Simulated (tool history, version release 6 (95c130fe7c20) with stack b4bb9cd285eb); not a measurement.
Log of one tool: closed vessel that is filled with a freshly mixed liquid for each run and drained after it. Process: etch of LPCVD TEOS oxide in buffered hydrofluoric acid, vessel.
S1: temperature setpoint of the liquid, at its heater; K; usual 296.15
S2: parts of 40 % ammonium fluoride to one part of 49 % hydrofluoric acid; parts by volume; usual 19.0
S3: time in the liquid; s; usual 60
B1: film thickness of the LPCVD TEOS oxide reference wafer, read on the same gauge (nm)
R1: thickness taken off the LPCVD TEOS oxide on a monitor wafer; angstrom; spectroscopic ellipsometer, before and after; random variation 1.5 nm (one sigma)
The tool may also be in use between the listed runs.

{"run": 1, "hour": 0.0, "S1": 296.15, "S2": 19.0, "S3": 60, "B1": 120.0, "R1": 1457.8}
{"run": 2, "hour": 93.0, "S1": 294.15, "S2": 19.0, "S3": 60, "B1": 120.02, "R1": 1308.5}
{"run": 3, "hour": 181.1, "S1": 294.15, "S2": 19.0, "S3": 60, "B1": 119.99, "R1": 1294.4}
{"run": 4, "hour": 256.9, "S1": 294.15, "S2": 19.0, "S3": 60, "B1": 120.04, "R1": 1289.8}
{"run": 5, "hour": 297.4, "S1": 296.15, "S2": 19.0, "S3": 60, "B1": 120.01, "R1": 1444.8}
{"run": 6, "hour": 386.3, "S1": 296.15, "S2": 19.0, "S3": 60, "B1": 119.99, "R1": 1450.5}
{"run": 7, "hour": 484.4, "S1": 296.15, "S2": 19.0, "S3": 60, "B1": 120.01, "R1": 1470.2}
{"run": 8, "hour": 589.6, "S1": 295.15, "S2": 19.0, "S3": 60, "B1": 119.99, "R1": 1350.3}
{"run": 9, "hour": 669.9, "S1": 296.15, "S2": 19.0, "S3": 60, "B1": 119.94, "R1": 1407.5}
{"run": 10, "hour": 722.6, "S1": 296.15, "S2": 19.0, "S3": 60, "B1": 120.0, "R1": 1441.7}
{"run": 11, "hour": 816.7, "S1": 294.65, "S2": 19.0, "S3": 60, "B1": 120.04, "R1": 1308.7}
{"run": 12, "hour": 882.6, "S1": 296.15, "S2": 22.5, "S3": 60, "B1": 120.04, "R1": 1274.2}
{"run": 13, "hour": 989.1, "S1": 296.15, "S2": 22.5, "S3": 60, "B1": 120.01, "R1": 1273.0}
{"hour": 1051.5, "done": "gauge calibrated"}
{"run": 14, "hour": 1091.3, "S1": 296.15, "S2": 19.0, "S3": 60, "B1": 119.99, "R1": 1417.3}
{"run": 15, "hour": 1145.6, "S1": 296.15, "S2": 19.0, "S3": 60, "B1": 120.03, "R1": 1407.7}
{"hour": 1153.4, "done": "thermometer replaced"}
{"run": 16, "hour": 1208.9, "S1": 292.15, "S2": 19.0, "S3": 70, "B1": 119.99, "R1": 1295.2}
{"hour": 1266.4, "done": "hydrofluoric acid flow meter replaced"}
{"run": 17, "hour": 1277.0, "S1": 291.65, "S2": 19.0, "S3": 60, "B1": 119.99, "R1": 1192.4}
{"run": 18, "hour": 1314.5, "S1": 300.65, "S2": 26.0, "S3": 80, "B1": 120.01, "R1": 2093.4}
{"run": 19, "hour": 1379.4, "S1": 296.15, "S2": 12.0, "S3": 60, "B1": 120.01, "R1": 2381.3}
{"run": 20, "hour": 1458.0, "S1": 299.65, "S2": 19.0, "S3": 60, "B1": 120.02, "R1": 1856.7}
{"run": 21, "hour": 1511.8, "S1": 296.15, "S2": 19.0, "S3": 60, "B1": 120.03, "R1": 1504.2}
{"run": 22, "hour": 1622.1, "S1": 300.65, "S2": 26.0, "S3": 80, "B1": 119.98, "R1": 2058.0}
{"run": 23, "hour": 1725.2, "S1": 296.15, "S2": 19.0, "S3": 60, "B1": 119.95, "R1": 1512.6}
{"run": 24, "hour": 1770.6, "S1": 296.15, "S2": 19.0, "S3": 40, "B1": 120.01, "R1": 1001.3}
{"run": 25, "hour": 1870.8, "S1": 292.65, "S2": 24.5, "S3": 95, "B1": 119.98, "R1": 1630.8}
{"run": 26, "hour": 1909.0, "S1": 296.15, "S2": 19.0, "S3": 60, "B1": 119.98, "R1": 1494.3}
{"run": 27, "hour": 2008.1, "S1": 299.15, "S2": 14.0, "S3": 95, "B1": 119.99, "R1": 3734.8}
{"run": 28, "hour": 2079.0, "S1": 296.15, "S2": 19.0, "S3": 60, "B1": 120.03, "R1": 1489.3}
{"run": 29, "hour": 2148.8, "S1": 301.15, "S2": 19.0, "S3": 60, "B1": 119.96, "R1": 1906.5}
{"run": 30, "hour": 2210.2, "S1": 299.15, "S2": 21.5, "S3": 50, "B1": 119.94, "R1": 1331.8}
{"run": 31, "hour": 2281.7, "S1": 294.15, "S2": 19.0, "S3": 60, "B1": 120.02, "R1": 1329.8}
{"run": 32, "hour": 2387.1, "S1": 299.65, "S2": 11.5, "S3": 50, "B1": 120.0, "R1": 2412.6}

The same runs without the tool's hidden state, with the same run-to-run variation:
The hidden state here: liquid hotter than its thermometer reads (K); hydrofluoric acid flow below the setpoint (%); gauge reads high (%).
run=1 R1=1557.5
run=2 R1=1402.9
run=3 R1=1392.3
run=4 R1=1391.3
run=5 R1=1560.7
run=6 R1=1572.1
run=7 R1=1599.4
run=8 R1=1474.9
run=9 R1=1542.1
run=10 R1=1582.7
run=11 R1=1442.1
run=12 R1=1386.2
run=13 R1=1390.6
run=14 R1=1578.4
run=15 R1=1571.0
run=16 R1=1449.4
run=17 R1=1217.6
run=18 R1=2126.6
run=19 R1=2443.4
run=20 R1=1913.0
run=21 R1=1554.1
run=22 R1=2113.4
run=23 R1=1580.0
run=24 R1=1048.4
run=25 R1=1690.2
run=26 R1=1574.5
run=27 R1=3957.1
run=28 R1=1578.9
run=29 R1=2026.0
run=30 R1=1397.1
run=31 R1=1420.5
run=32 R1=2606.4
